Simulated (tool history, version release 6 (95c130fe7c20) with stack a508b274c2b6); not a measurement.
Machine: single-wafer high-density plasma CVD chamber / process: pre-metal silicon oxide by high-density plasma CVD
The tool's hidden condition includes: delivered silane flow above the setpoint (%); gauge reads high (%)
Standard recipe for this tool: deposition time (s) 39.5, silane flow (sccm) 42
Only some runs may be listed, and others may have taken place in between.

run,hour,deposition time (s),silane flow (sccm),wafers since the last listed run,hours since the silane flow controller was replaced,hours since the gauge calibration,"read-back reference wafer on the same gauge, thickness_nm",mean film thickness on the monitor wafer (Å)
1,0,37.7,42,0,3353.4,502.2,209.534,1671.82
2,22.2,37.7,42,289,3375.6,524.4,209.411,1674.83
# hour 30.6: gauge calibrated
3,40.2,37.7,42,235,3393.6,9.6,214.117,1709.26
4,144,39.5,42,1355,3497.4,113.4,213.808,1792.95
5,159.9,39.5,42,207,3513.3,129.3,213.808,1784.91
6,224.7,39.5,42,846,3578.1,194.1,213.164,1781.69
# hour 240.5: silane flow controller replaced
7,249.6,39.5,38,220,9.1,219,213.271,1615.33
8,273.1,34.9,42,306,32.6,242.5,213.162,1579.84
9,289.8,34.9,42,218,49.3,259.2,212.826,1574.12
10,313.4,39.5,42,308,72.9,282.8,212.68,1778.75
11,334.2,39.5,39,271,93.7,303.6,212.324,1648.37
12,362.1,39.5,39,364,121.6,331.5,212.022,1652.72
13,378.7,42.8,50,216,138.2,348.1,212.11,2290.94
14,411.5,35.1,38,428,171,380.9,211.556,1423.39
15,436.4,46.5,46,325,195.9,405.8,211.246,2283.9
16,462.8,37.7,42,344,222.3,432.2,210.625,1682.93
17,475.1,39.5,42,160,234.6,444.5,210.793,1759.07
# hour 534.8: gauge calibrated
18,582.1,46,34,1397,341.6,47.3,213.602,1678.68
19,602.5,35.2,42,266,362,67.7,213.755,1590.49
20,629.8,33.3,48,356,389.3,95,213.433,1715.42
21,655.2,39.5,42,331,414.7,120.4,213.489,1785.94
22,678.2,31.8,46,300,437.7,143.4,213.039,1565.73
23,706.1,41.9,48,364,465.6,171.3,213.027,2166.32
24,720.7,46,46,190,480.2,185.9,212.766,2268.4

Each row is a separate what-if for the run after 24, all from the same tool condition, not one after another. Results?
A,721.1,39.5,35,5,480.6,186.3,?,?
B,721.1,43.6,38,5,480.6,186.3,?,?
C,721.1,46.2,35,5,480.6,186.3,?,?
D,721.1,31.8,35,5,480.6,186.3,?,?

run,"read-back reference wafer on the same gauge, thickness_nm",mean film thickness on the monitor wafer (Å)
A,213.102,1483.59
B,213.102,1777.95
C,213.102,1735.24
D,213.102,1194.39
Stripped of hidden state, with their random variation kept, the same runs would have yielded:
run,mean film thickness on the monitor wafer (Å)
A,1490.43
B,1786.14
C,1743.24
D,1199.89
